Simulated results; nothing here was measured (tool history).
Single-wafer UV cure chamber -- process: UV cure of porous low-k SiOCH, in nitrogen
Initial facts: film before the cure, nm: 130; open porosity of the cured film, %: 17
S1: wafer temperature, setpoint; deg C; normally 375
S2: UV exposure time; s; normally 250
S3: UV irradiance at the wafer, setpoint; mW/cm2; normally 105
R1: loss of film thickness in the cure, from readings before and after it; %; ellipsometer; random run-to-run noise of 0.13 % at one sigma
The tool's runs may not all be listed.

run,hour,S1,S2,S3,R1
1,0,375,250,105,10.986
2,44.4,375,250,105,10.846
3,103.4,375,250,105,11.115
# hour 142.7: quartz window cleaned
4,148.9,375,250,105,10.606
5,204.4,375,250,105,11.038
6,245.1,375,250,105,10.895
7,314.9,375,250,105,10.927
8,349.3,375,250,105,10.668
# hour 465.5: quartz window cleaned
9,504.9,375,250,105,10.974
10,564.9,375,250,105,10.957
11,607.7,375,250,105,10.972
# hour 637.4: UV bulbs replaced
12,641,375,250,105,10.889
13,698.5,375,250,105,10.891
14,742.5,375,345,105,12.047
15,840.4,375,280,105,11.483
# hour 853.5: quartz window cleaned
16,870.6,366,200,70,8.301
17,897.9,394,295,138,13.105
18,934,381,325,93,11.482
19,997,388,175,69,8.145
20,1036.1,387,295,80,10.714
21,1063.2,375,380,105,12.557
22,1111.8,361,150,115,9.018
# hour 1171.1: quartz window cleaned
23,1181.4,362,385,136,13.384
24,1240.3,375,250,105,10.819
25,1300.3,364,155,105,8.781
26,1336.6,375,250,105,11.013
27,1387.3,389,315,80,11.018
# hour 1523: quartz window cleaned
28,1554.2,393,175,90,9.204
29,1593,375,250,105,10.729
30,1623.4,375,135,105,8.587

Alternative continuations, all from the tool just after run 30; predict every row:
A,1623.9,364,250,105,?
B,1623.9,365,305,69,?
C,1623.9,360,325,145,?
D,1623.9,375,250,70,?

run,R1
A,10.674
B,9.807
C,13.028
D,9.25
With the hidden condition removed and each run's random variation left untouched, the same runs would have given:
run,R1
A,10.674
B,9.807
C,13.028
D,9.25
